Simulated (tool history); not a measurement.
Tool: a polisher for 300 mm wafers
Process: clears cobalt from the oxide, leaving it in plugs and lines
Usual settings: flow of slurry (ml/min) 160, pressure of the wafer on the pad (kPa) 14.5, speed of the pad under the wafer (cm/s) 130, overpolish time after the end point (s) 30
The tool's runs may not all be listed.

run,hour,flow of slurry (ml/min),pressure of the wafer on the pad (kPa),speed of the pad under the wafer (cm/s),overpolish time after the end point (s),"incoming thickness of the incoming film, nm",time until the end point was called (s),dishing of a wide line in a test structure (angstrom)
1,0.0,160,14.5,130,23,320.5,57.5,481
2,72.0,160,14.5,130,23,313.6,56.6,478
3,156.8,160,14.5,130,23,324.1,61.1,486
4,230.7,160,14.5,130,30,316.1,63.4,504
5,317.0,160,14.5,130,30,318.6,53.2,492
6,357.0,160,14.5,130,30,321.5,56.5,503
7,447.9,160,14.5,130,30,316.3,56.6,494
8,554.0,160,14.5,130,30,319.8,57.9,507
9,644.5,160,14.5,130,30,316.5,58.0,507
10,730.9,160,14.5,130,30,319.4,59.0,500
11,833.8,160,14.5,130,30,324.1,60.8,498
12,876.7,160,14.5,130,30,317.5,60.1,498
13,921.9,160,14.5,130,30,321.4,59.7,501
14,981.5,160,14.5,130,30,317.8,60.2,496
15,1258.1,160,14.5,130,30,326.5,55.5,507
16,1302.2,160,14.5,130,30,324.1,56.6,487
17,1352.8,160,14.5,148,30,320.6,51.5,516
18,1586.7,135,14.5,130,30,315.7,59.9,484
19,1671.7,160,14.5,130,15,322.3,59.8,390
20,1753.1,160,17.9,88,14,315.8,53.6,415
21,1848.4,160,14.5,130,30,314.5,53.1,498
22,1945.5,210,14.5,130,30,318.2,52.4,499
23,2034.1,125,18.6,130,30,320.2,46.0,507
24,2072.1,180,14.5,112,30,320.7,61.1,509
25,2163.9,160,14.5,130,30,324.3,59.1,495
26,2215.8,160,14.5,130,30,314.2,60.4,502
27,2296.5,160,13.1,146,30,319.4,63.8,498
28,2375.8,160,14.5,98,30,318.9,65.0,500
29,2426.2,160,14.5,130,30,315.1,56.4,503
30,2533.7,160,14.5,130,30,320.3,61.8,482
31,2627.0,130,11.7,156,30,320.2,59.5,501
32,2709.3,160,14.5,130,30,315.1,52.3,500
33,2809.2,130,16.5,130,43,316.7,50.0,511
34,2890.1,160,14.5,96,17,325.7,66.2,403

Not shown: 10 entries that the log had between the listed runs. Between which runs, and how does the tool's hidden state differ before and after?
Between runs 4 and 5: slurry nozzle cleaned (hour 241.3)
  slurry flow missing at the pad, %: 47.8 -> 1.45; deviation of the head's pressure from its setpoint, %: -2.56 -> -3.08
  measured less the result without the state, time until the end point was called (s): +10.3 -> +1.8; dishing of a wide line in a test structure (angstrom): -13 -> -2
Between runs 5 and 6: worn pad replaced by a new one (hour 331.5)
  slurry flow missing at the pad, %: 1.45 -> 1.97; deviation of the head's pressure from its setpoint, %: -3.08 -> -3.34
  measured less the result without the state, time until the end point was called (s): +1.8 -> +2.1; dishing of a wide line in a test structure (angstrom): -2 -> -2
Between runs 12 and 13: slurry nozzle cleaned (hour 900.5)
  slurry flow missing at the pad, %: 28.8 -> 5.14; deviation of the head's pressure from its setpoint, %: -8.49 -> -9.08
  measured less the result without the state, time until the end point was called (s): +8.7 -> +5.9; dishing of a wide line in a test structure (angstrom): -10 -> -6
Between runs 14 and 15: worn pad replaced by a new one (hour 1074.5); head pressure recalibrated (hour 1107.6)
  slurry flow missing at the pad, %: 5.56 -> 13.9; deviation of the head's pressure from its setpoint, %: -9.89 -> 0.0589
  measured less the result without the state, time until the end point was called (s): +6.5 -> +1.4; dishing of a wide line in a test structure (angstrom): -7 -> -1
Between runs 19 and 20: slurry nozzle cleaned (hour 1735.8); worn pad replaced by a new one (hour 1741.1)
  slurry flow missing at the pad, %: 45.9 -> 2.7; deviation of the head's pressure from its setpoint, %: -1.62 -> -2.18
  measured less the result without the state, time until the end point was called (s): +8.7 -> +1.4; dishing of a wide line in a test structure (angstrom): -25 -> -5
Between runs 27 and 28: head pressure recalibrated (hour 2304.8)
  slurry flow missing at the pad, %: 24.3 -> 30.8; deviation of the head's pressure from its setpoint, %: -7.85 -> 0.452
  measured less the result without the state, time until the end point was called (s): +8.0 -> +4.3; dishing of a wide line in a test structure (angstrom): -9 -> -6
Between runs 29 and 30: worn pad replaced by a new one (hour 2484.9)
  slurry flow missing at the pad, %: 35.4 -> 46.4; deviation of the head's pressure from its setpoint, %: 0.397 -> 0.183
  measured less the result without the state, time until the end point was called (s): +4.7 -> +8.1; dishing of a wide line in a test structure (angstrom): -5 -> -9
Between runs 30 and 31: slurry nozzle cleaned (hour 2535.9)
  slurry flow missing at the pad, %: 46.4 -> 1.97; deviation of the head's pressure from its setpoint, %: 0.183 -> -0.11
  measured less the result without the state, time until the end point was called (s): +8.1 -> +0.3; dishing of a wide line in a test structure (angstrom): -9 -> -1
